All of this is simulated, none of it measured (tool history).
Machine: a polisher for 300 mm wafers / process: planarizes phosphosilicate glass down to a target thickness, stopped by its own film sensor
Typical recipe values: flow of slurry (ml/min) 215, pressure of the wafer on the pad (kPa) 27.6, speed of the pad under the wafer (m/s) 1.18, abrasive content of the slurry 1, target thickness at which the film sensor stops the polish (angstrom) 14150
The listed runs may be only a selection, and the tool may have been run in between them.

run,hour,flow of slurry (ml/min),pressure of the wafer on the pad (kPa),speed of the pad under the wafer (m/s),abrasive content of the slurry,target thickness at which the film sensor stops the polish (angstrom),wafers since the last listed run,wafers polished on this pad,hours since the slurry nozzle was cleaned,hours since the head pressure was calibrated,hours since the slurry blender was calibrated,hours since the conditioning disc was replaced,"incoming thickness of the incoming film, nm",time until the film sensor stopped the polish (s)
1,0,215,33.1,1.18,1,14150,0,29,228.2,402.8,111.9,133.7,2369.7,61.6
# hour 19.9: head pressure recalibrated
2,32.3,215,33.1,1.18,1,14150,359,389,260.5,12.4,144.2,166,2420.2,65.8
3,50.1,215,27.6,1.18,1,14150,211,600,278.3,30.2,162,183.8,2386,73.7
4,120.8,215,29.6,1.18,1,14150,838,1439,349,100.9,232.7,254.5,2379.7,69.6
5,146.4,215,29.6,1.18,1,14150,303,1742,374.6,126.5,258.3,280.1,2374.4,68.4
# hour 150.7: worn pad replaced by a new one
6,164.4,215,27.6,1.18,1.2,14150,166,162,392.6,144.5,276.3,298.1,2421,71.6
7,196.6,215,27.6,1.18,1.2,14150,382,544,424.8,176.7,308.5,330.3,2414.7,70.7
8,219.9,215,27.6,1.18,1.2,14150,276,820,448.1,200,331.8,353.6,2398.4,69.9
9,238.8,215,27.6,1.42,1,14150,224,1044,467,218.9,350.7,372.5,2391.4,63.3
10,273.5,215,27.6,1.42,1,14150,411,1456,501.7,253.6,385.4,407.2,2415.4,65.6
11,295.2,215,27.6,1.4,1,14150,257,1714,523.4,275.3,407.1,428.9,2397.8,65
# hour 302.1: worn pad replaced by a new one
12,312.6,215,33.1,1.18,1,14150,158,124,540.8,292.7,424.5,446.3,2409.8,66
# hour 316.5: conditioning disc replaced and pad reconditioned
13,339.7,215,27.6,0.94,1,14150,297,422,567.9,319.8,451.6,23.2,2406.8,92.3
# hour 344.1: slurry blender recalibrated
14,373.7,215,27.6,1.18,1,14150,379,802,601.9,353.8,29.6,57.2,2400.4,75.1
15,398.6,215,22.8,0.9,1,15110,295,1097,626.8,378.7,54.5,82.1,2368.7,94.3
16,416.1,215,27.6,1.18,1,14150,207,1305,644.3,396.2,72,99.6,2355.1,71.7
17,429.7,215,36.5,1.18,1,14150,161,1466,657.9,409.8,85.6,113.2,2391.7,59.9
# hour 438.4: worn pad replaced by a new one
# hour 438.5: head pressure recalibrated
18,457.5,215,27.6,1.18,0.85,16910,281,225,685.7,19,113.4,141,2423.4,59.9
19,474.2,150,27.6,1.18,1,12690,198,423,702.4,35.7,130.1,157.7,2436.7,94.8
20,503.5,215,31,1.18,1.2,17400,347,771,731.7,65,159.4,187,2430.8,45.5
# hour 513.5: slurry nozzle cleaned
21,539.2,215,27.6,1.18,1,14150,411,1183,25.7,100.7,195.1,222.7,2397.4,73.1
22,552.2,235,31,1.18,1.25,11000,154,1337,38.7,113.7,208.1,235.7,2402.2,81.3
# hour 571.8: worn pad replaced by a new one
23,572.3,215,27.6,1.3,1,14150,191,5,58.8,133.8,228.2,255.8,2377.3,67.1
24,673.4,215,27.6,1.18,1,14150,1199,1205,159.9,234.9,329.3,356.9,2374.3,73.4

Each row is a separate what-if for the run after 24, all from the same tool condition, not one after another. Results?
A,673.8,215,27.6,1.18,1,14150,4,1210,160.3,235.3,329.7,357.3,2408.2,?
B,673.8,255,20.7,1.18,0.85,11330,4,1210,160.3,235.3,329.7,357.3,2408.2,?
C,673.8,215,34.5,1.18,1,15690,4,1210,160.3,235.3,329.7,357.3,2408.2,?
D,673.8,215,35.9,0.82,1.15,11010,4,1210,160.3,235.3,329.7,357.3,2408.2,?
E,673.8,215,20,1.18,1,14150,4,1210,160.3,235.3,329.7,357.3,2408.2,?

run,time until the film sensor stopped the polish (s)
A,75.5
B,126
C,53.5
D,102.5
E,95.9
Had the tool no hidden state, the same runs would have come out as:
run,time until the film sensor stopped the polish (s)
A,75.2
B,125.5
C,53.3
D,102
E,95.5

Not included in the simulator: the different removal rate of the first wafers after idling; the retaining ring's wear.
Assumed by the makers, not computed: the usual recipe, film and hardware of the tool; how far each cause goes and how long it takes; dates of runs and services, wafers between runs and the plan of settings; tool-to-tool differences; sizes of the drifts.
